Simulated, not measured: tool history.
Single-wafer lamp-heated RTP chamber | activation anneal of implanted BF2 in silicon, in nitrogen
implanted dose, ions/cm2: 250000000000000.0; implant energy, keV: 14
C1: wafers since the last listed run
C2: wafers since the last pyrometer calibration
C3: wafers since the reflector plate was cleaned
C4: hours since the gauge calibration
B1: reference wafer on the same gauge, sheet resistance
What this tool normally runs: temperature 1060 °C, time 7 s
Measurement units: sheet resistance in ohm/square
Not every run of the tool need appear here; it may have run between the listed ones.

run 1 hour=0 | temperature=1050 time=5 | C1=0 C2=2022 C3=2475 C4=340.3 | B1=386.98 | sheet_resistance=442.78
-- hour=20.5 reflector plate cleaned
run 2 hour=21 | temperature=1050 time=5 | C1=271 C2=2294 C3=10 C4=361.3 | B1=386.99 | sheet_resistance=441.85
run 3 hour=25.6 | temperature=1060 time=7 | C1=96 C2=2390 C3=106 C4=365.9 | B1=387.03 | sheet_resistance=438.63
run 4 hour=42.7 | temperature=1060 time=7 | C1=356 C2=2747 C3=463 C4=383 | B1=387.02 | sheet_resistance=438.86
run 5 hour=56.8 | temperature=1060 time=7 | C1=294 C2=3041 C3=757 C4=397.1 | B1=387.01 | sheet_resistance=439.42
run 6 hour=65.8 | temperature=1060 time=7 | C1=187 C2=3229 C3=945 C4=406.1 | B1=387.11 | sheet_resistance=439.82
run 7 hour=80.2 | temperature=1060 time=7 | C1=300 C2=3530 C3=1245 C4=420.5 | B1=387.01 | sheet_resistance=439.2
run 8 hour=89 | temperature=1060 time=7 | C1=183 C2=3713 C3=1429 C4=429.3 | B1=387.06 | sheet_resistance=438.73
run 9 hour=102.3 | temperature=1060 time=7 | C1=277 C2=3991 C3=1707 C4=442.6 | B1=387 | sheet_resistance=438.25
-- hour=112.5 pyrometer window cleaned and pyrometer calibrated
run 10 hour=113 | temperature=1060 time=7 | C1=56 C2=10 C3=1763 C4=453.3 | B1=387.05 | sheet_resistance=439.01
run 11 hour=130 | temperature=1060 time=7 | C1=354 C2=365 C3=2118 C4=470.3 | B1=387.03 | sheet_resistance=439.19
-- hour=136.6 gauge calibrated
run 12 hour=145.8 | temperature=1060 time=7 | C1=329 C2=695 C3=2448 C4=9.2 | B1=386.9 | sheet_resistance=438.65
run 13 hour=159.6 | temperature=1049 time=5 | C1=288 C2=983 C3=2736 C4=23 | B1=387.03 | sheet_resistance=441.45
run 14 hour=172.5 | temperature=1035 time=4 | C1=269 C2=1252 C3=3005 C4=35.9 | B1=386.99 | sheet_resistance=443.44
-- hour=183.1 reflector plate cleaned
run 15 hour=190.4 | temperature=1060 time=7 | C1=206 C2=1459 C3=153 C4=53.8 | B1=387.05 | sheet_resistance=438.98
run 16 hour=203.3 | temperature=1060 time=3 | C1=269 C2=1728 C3=422 C4=66.7 | B1=387.1 | sheet_resistance=443.8
run 17 hour=249.3 | temperature=1035 time=10 | C1=960 C2=2689 C3=1382 C4=112.7 | B1=387 | sheet_resistance=439.74
-- hour=297 pyrometer window cleaned and pyrometer calibrated
run 18 hour=297.5 | temperature=1050 time=11 | C1=839 C2=10 C3=2221 C4=160.9 | B1=386.96 | sheet_resistance=436.62
run 19 hour=307.5 | temperature=1080 time=6 | C1=208 C2=219 C3=2430 C4=170.9 | B1=386.93 | sheet_resistance=438.04
-- hour=326.3 reflector plate cleaned
run 20 hour=326.8 | temperature=1047 time=7 | C1=235 C2=455 C3=11 C4=190.2 | B1=386.9 | sheet_resistance=440.57
run 21 hour=336.1 | temperature=1060 time=7 | C1=194 C2=649 C3=205 C4=199.5 | B1=387.06 | sheet_resistance=439.15
run 22 hour=344.6 | temperature=1060 time=11 | C1=177 C2=826 C3=382 C4=208 | B1=387.01 | sheet_resistance=434.37
run 23 hour=356.2 | temperature=1060 time=7 | C1=242 C2=1068 C3=624 C4=219.6 | B1=387.01 | sheet_resistance=439.21
run 24 hour=409.4 | temperature=1060 time=9 | C1=1110 C2=2179 C3=1735 C4=272.8 | B1=387.16 | sheet_resistance=436.93

4 ways to go on from here, each from the tool as it stands after run 24. What would each give?
run A hour=409.8 | temperature=1038 time=7 | C1=8 C2=2187 C3=1743 C4=273.2 | B1=? | sheet_resistance=?
run B hour=409.8 | temperature=1079 time=5 | C1=8 C2=2187 C3=1743 C4=273.2 | B1=? | sheet_resistance=?
run C hour=409.8 | temperature=1042 time=5 | C1=8 C2=2187 C3=1743 C4=273.2 | B1=? | sheet_resistance=?
run D hour=409.8 | temperature=1060 time=10 | C1=8 C2=2187 C3=1743 C4=273.2 | B1=? | sheet_resistance=?

run=A B1=386.93 sheet_resistance=440.53
run=B B1=386.93 sheet_resistance=439.61
run=C B1=386.93 sheet_resistance=442.19
run=D B1=386.93 sheet_resistance=435.22
Had the tool no hidden state, the same runs would have come out as:
run=A sheet_resistance=440.53
run=B sheet_resistance=439.61
run=C sheet_resistance=442.19
run=D sheet_resistance=435.22
